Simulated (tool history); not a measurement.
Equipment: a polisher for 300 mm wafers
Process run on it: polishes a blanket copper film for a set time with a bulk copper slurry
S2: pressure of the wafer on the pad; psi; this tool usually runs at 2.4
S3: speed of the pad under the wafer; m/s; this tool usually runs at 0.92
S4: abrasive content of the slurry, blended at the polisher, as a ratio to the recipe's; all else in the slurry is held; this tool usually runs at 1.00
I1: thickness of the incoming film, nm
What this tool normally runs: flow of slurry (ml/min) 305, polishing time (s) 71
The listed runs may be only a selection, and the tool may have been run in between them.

{"run": 1, "day": 0.0, "flow of slurry (ml/min)": 305, "S2": 2.4, "S3": 0.92, "S4": 1.15, "polishing time (s)": 71, "I1": 4255.7, "film removed (Å)": 5903}
{"day": 0.117, "done": "head pressure recalibrated"}
{"day": 0.246, "done": "worn pad replaced by a new one"}
{"run": 2, "day": 1.25, "flow of slurry (ml/min)": 305, "S2": 2.4, "S3": 0.92, "S4": 1.15, "polishing time (s)": 71, "I1": 4161.9, "film removed (Å)": 5746}
{"run": 3, "day": 3.696, "flow of slurry (ml/min)": 305, "S2": 2.4, "S3": 0.92, "S4": 1.15, "polishing time (s)": 71, "I1": 4194.8, "film removed (Å)": 5826}
{"day": 6.004, "done": "slurry blender recalibrated"}
{"run": 4, "day": 6.608, "flow of slurry (ml/min)": 305, "S2": 2.4, "S3": 0.92, "S4": 1.0, "polishing time (s)": 71, "I1": 4313.2, "film removed (Å)": 5501}
{"run": 5, "day": 8.012, "flow of slurry (ml/min)": 305, "S2": 3.0, "S3": 0.92, "S4": 1.0, "polishing time (s)": 71, "I1": 4208.5, "film removed (Å)": 6295}
{"run": 6, "day": 10.271, "flow of slurry (ml/min)": 305, "S2": 2.4, "S3": 0.92, "S4": 1.0, "polishing time (s)": 71, "I1": 4227.3, "film removed (Å)": 5524}
{"run": 7, "day": 13.117, "flow of slurry (ml/min)": 305, "S2": 2.4, "S3": 0.92, "S4": 1.0, "polishing time (s)": 71, "I1": 4246.4, "film removed (Å)": 5437}
{"day": 17.346, "done": "worn pad replaced by a new one"}
{"run": 8, "day": 18.842, "flow of slurry (ml/min)": 305, "S2": 2.4, "S3": 1.0, "S4": 1.15, "polishing time (s)": 71, "I1": 4157.3, "film removed (Å)": 6379}
{"run": 9, "day": 19.996, "flow of slurry (ml/min)": 305, "S2": 2.4, "S3": 0.78, "S4": 1.0, "polishing time (s)": 71, "I1": 4203.2, "film removed (Å)": 4955}
{"day": 20.338, "done": "slurry nozzle cleaned"}
{"run": 10, "day": 21.638, "flow of slurry (ml/min)": 305, "S2": 2.4, "S3": 0.78, "S4": 1.0, "polishing time (s)": 71, "I1": 4233.2, "film removed (Å)": 4916}
{"day": 22.142, "done": "slurry blender recalibrated"}
{"run": 11, "day": 22.896, "flow of slurry (ml/min)": 305, "S2": 2.4, "S3": 0.92, "S4": 1.0, "polishing time (s)": 71, "I1": 4212.1, "film removed (Å)": 5637}
{"run": 12, "day": 25.317, "flow of slurry (ml/min)": 305, "S2": 2.4, "S3": 0.92, "S4": 1.0, "polishing time (s)": 71, "I1": 4175.3, "film removed (Å)": 5693}
{"run": 13, "day": 28.262, "flow of slurry (ml/min)": 305, "S2": 2.4, "S3": 0.92, "S4": 1.0, "polishing time (s)": 71, "I1": 4160.0, "film removed (Å)": 5690}
{"run": 14, "day": 30.062, "flow of slurry (ml/min)": 305, "S2": 2.4, "S3": 0.92, "S4": 0.75, "polishing time (s)": 71, "I1": 4292.9, "film removed (Å)": 5087}
{"day": 30.179, "done": "head pressure recalibrated"}
{"run": 15, "day": 31.85, "flow of slurry (ml/min)": 305, "S2": 2.6, "S3": 0.78, "S4": 1.0, "polishing time (s)": 71, "I1": 4175.4, "film removed (Å)": 4872}
{"run": 16, "day": 33.567, "flow of slurry (ml/min)": 305, "S2": 2.4, "S3": 0.92, "S4": 1.0, "polishing time (s)": 71, "I1": 4258.4, "film removed (Å)": 5347}
{"day": 34.342, "done": "worn pad replaced by a new one"}
{"run": 17, "day": 36.417, "flow of slurry (ml/min)": 265, "S2": 3.1, "S3": 0.8, "S4": 1.15, "polishing time (s)": 71, "I1": 4204.8, "film removed (Å)": 5939}
{"run": 18, "day": 38.771, "flow of slurry (ml/min)": 305, "S2": 2.4, "S3": 0.92, "S4": 1.0, "polishing time (s)": 71, "I1": 4225.1, "film removed (Å)": 5535}
{"day": 39.267, "done": "slurry blender recalibrated"}
{"run": 19, "day": 40.979, "flow of slurry (ml/min)": 385, "S2": 2.4, "S3": 1.16, "S4": 1.0, "polishing time (s)": 71, "I1": 4214.6, "film removed (Å)": 6885}
{"run": 20, "day": 43.075, "flow of slurry (ml/min)": 305, "S2": 2.4, "S3": 0.92, "S4": 1.0, "polishing time (s)": 71, "I1": 4171.1, "film removed (Å)": 5490}
{"day": 51.304, "done": "worn pad replaced by a new one"}
{"run": 21, "day": 52.021, "flow of slurry (ml/min)": 210, "S2": 3.2, "S3": 1.16, "S4": 1.0, "polishing time (s)": 54, "I1": 4236.8, "film removed (Å)": 6241}
{"day": 52.596, "done": "slurry nozzle cleaned"}
{"day": 53.162, "done": "slurry blender recalibrated"}
{"run": 22, "day": 54.392, "flow of slurry (ml/min)": 305, "S2": 2.4, "S3": 0.62, "S4": 0.85, "polishing time (s)": 71, "I1": 4243.5, "film removed (Å)": 3813}
{"day": 55.242, "done": "head pressure recalibrated"}
{"run": 23, "day": 56.796, "flow of slurry (ml/min)": 395, "S2": 2.4, "S3": 0.92, "S4": 1.25, "polishing time (s)": 95, "I1": 4229.3, "film removed (Å)": 7946}
{"run": 24, "day": 58.167, "flow of slurry (ml/min)": 350, "S2": 1.7, "S3": 0.92, "S4": 1.3, "polishing time (s)": 71, "I1": 4280.9, "film removed (Å)": 4899}
{"run": 25, "day": 60.433, "flow of slurry (ml/min)": 265, "S2": 3.1, "S3": 0.8, "S4": 1.15, "polishing time (s)": 71, "I1": 4266.2, "film removed (Å)": 5768}
{"run": 26, "day": 62.275, "flow of slurry (ml/min)": 305, "S2": 2.1, "S3": 0.92, "S4": 1.0, "polishing time (s)": 71, "I1": 4246.1, "film removed (Å)": 4985}
{"run": 27, "day": 64.708, "flow of slurry (ml/min)": 305, "S2": 2.4, "S3": 0.92, "S4": 1.0, "polishing time (s)": 71, "I1": 4255.2, "film removed (Å)": 5363}
{"run": 28, "day": 66.288, "flow of slurry (ml/min)": 305, "S2": 2.4, "S3": 0.92, "S4": 1.25, "polishing time (s)": 60, "I1": 4227.1, "film removed (Å)": 4864}
{"day": 66.512, "done": "worn pad replaced by a new one"}
{"day": 66.788, "done": "slurry blender recalibrated"}
{"run": 29, "day": 68.192, "flow of slurry (ml/min)": 215, "S2": 2.4, "S3": 1.18, "S4": 1.0, "polishing time (s)": 71, "I1": 4226.1, "film removed (Å)": 6654}

Each row is a separate what-if for the run after 29, all from the same tool condition, not one after another. Results?
{"run": "A", "day": 68.212, "flow of slurry (ml/min)": 305, "S2": 2.4, "S3": 1.16, "S4": 1.0, "polishing time (s)": 71, "I1": 4197.8, "film removed (Å)": "?"}
{"run": "B", "day": 68.212, "flow of slurry (ml/min)": 305, "S2": 1.8, "S3": 0.92, "S4": 0.75, "polishing time (s)": 95, "I1": 4197.8, "film removed (Å)": "?"}
{"run": "C", "day": 68.212, "flow of slurry (ml/min)": 350, "S2": 2.4, "S3": 0.92, "S4": 1.0, "polishing time (s)": 71, "I1": 4197.8, "film removed (Å)": "?"}
{"run": "D", "day": 68.212, "flow of slurry (ml/min)": 305, "S2": 2.4, "S3": 0.92, "S4": 1.0, "polishing time (s)": 54, "I1": 4197.8, "film removed (Å)": "?"}
{"run": "E", "day": 68.212, "flow of slurry (ml/min)": 235, "S2": 2.4, "S3": 0.92, "S4": 1.0, "polishing time (s)": 95, "I1": 4197.8, "film removed (Å)": "?"}

run=A film_removed_(Å)=6768
run=B film_removed_(Å)=5621
run=C film_removed_(Å)=5564
run=D film_removed_(Å)=4189
run=E film_removed_(Å)=7206
With the hidden condition removed and each run's random variation left untouched, the same runs would have given:
run=A film_removed_(Å)=6790
run=B film_removed_(Å)=5639
run=C film_removed_(Å)=5583
run=D film_removed_(Å)=4203
run=E film_removed_(Å)=7229

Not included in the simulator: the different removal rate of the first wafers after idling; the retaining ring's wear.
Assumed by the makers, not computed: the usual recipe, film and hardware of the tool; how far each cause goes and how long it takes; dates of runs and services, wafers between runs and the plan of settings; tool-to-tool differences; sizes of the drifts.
